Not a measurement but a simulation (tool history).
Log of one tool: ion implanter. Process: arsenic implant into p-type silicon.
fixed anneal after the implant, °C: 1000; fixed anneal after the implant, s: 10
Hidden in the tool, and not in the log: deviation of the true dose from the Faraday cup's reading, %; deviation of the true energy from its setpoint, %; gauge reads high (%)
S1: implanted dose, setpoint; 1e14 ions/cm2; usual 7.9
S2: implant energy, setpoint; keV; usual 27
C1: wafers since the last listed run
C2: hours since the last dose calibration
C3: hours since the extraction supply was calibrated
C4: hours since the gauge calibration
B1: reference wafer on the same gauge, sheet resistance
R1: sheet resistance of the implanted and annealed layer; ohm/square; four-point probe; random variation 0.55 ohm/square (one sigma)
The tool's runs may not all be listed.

run   hour    S1    S2    C1     C2      C3     C4      B1      R1
  1      0   7.9    27     0  191.2  3892.4  320.9  144.03  165.86
  2   31.3   7.9    27   664  222.5  3923.7  352.2  143.96  165.64
      44.5  -- gauge calibrated
  3   59.2   7.9    27   592  250.4  3951.6   14.7  143.89  165.66
  4   83.8   7.9    27   522    275  3976.2   39.3     144  165.56
  5  109.8   7.9    27   552    301  4002.2   65.3  143.95  166.06
  6  127.3   7.9    31   371  318.5  4019.7   82.8     144  161.58
  7  139.9   7.9    27   267  331.1  4032.3   95.4  143.99  165.88
  8  153.1  6.88    23   280  344.3  4045.5  108.6  144.03  187.91
  9  181.4  6.88    23   600  372.6  4073.8  136.9  144.02  188.88
 10  205.3  6.88    23   507  396.5  4097.7  160.8  143.99  188.18
 11  224.9   7.9    27   416  416.1  4117.3  180.4  143.98   166.8
 12  254.8   7.9    27   634    446  4147.2  210.3  144.03  167.75
 13  274.4  8.78    27   416  465.6  4166.8  229.9  144.01  156.62
 14  288.6   7.9  22.5   301  479.8    4181  244.1  143.88  174.76
 15  309.9   7.9    27   452  501.1  4202.3  265.4  144.01  167.58
     337.4  -- Faraday cup replaced and dose calibrated
 16  337.9   7.9    36   424    0.5  4230.3  293.4  144.04  154.24
     352.8  -- gauge calibrated
     361.6  -- extraction supply calibrated
 17  367.1  5.77    27   450   29.7     5.5   14.3  143.92  204.81
 18  388.1  6.61  35.5   445   50.7    26.5   35.3  144.04  175.24
 19  410.1   7.9    27   467   72.7    48.5   57.3  144.01  165.85
 20  445.1  6.69    27   743  107.7    83.5   92.3   143.9  184.25
 21  466.7   9.9    36   458  129.3   105.1  113.9  143.97  133.42
 22  494.4   7.9  24.5   588    157   132.8  141.6     144  169.21
 23  542.3  6.96    27  1017  204.9   180.7  189.5   144.1  179.84
 24  557.1   7.9    27   314  219.7   195.5  204.3  143.94  165.14
 25  585.2   7.9    36   596  247.8   223.6  232.4  144.07  154.89

Forecast each of these 3 alternatives for the next run:
  A  585.6   7.9    27   8  248.2  224  232.8   ?   ?
  B  585.6   5.6  33.5   8  248.2  224  232.8   ?   ?
  C  585.6  6.12    35   8  248.2  224  232.8   ?   ?

run      B1      R1
  A  143.98  165.98
  B  143.98  202.49
  C  143.98  188.11
Without the tool's hidden state the same runs would have given:
run      R1
  A  165.77
  B  202.19
  C  187.83
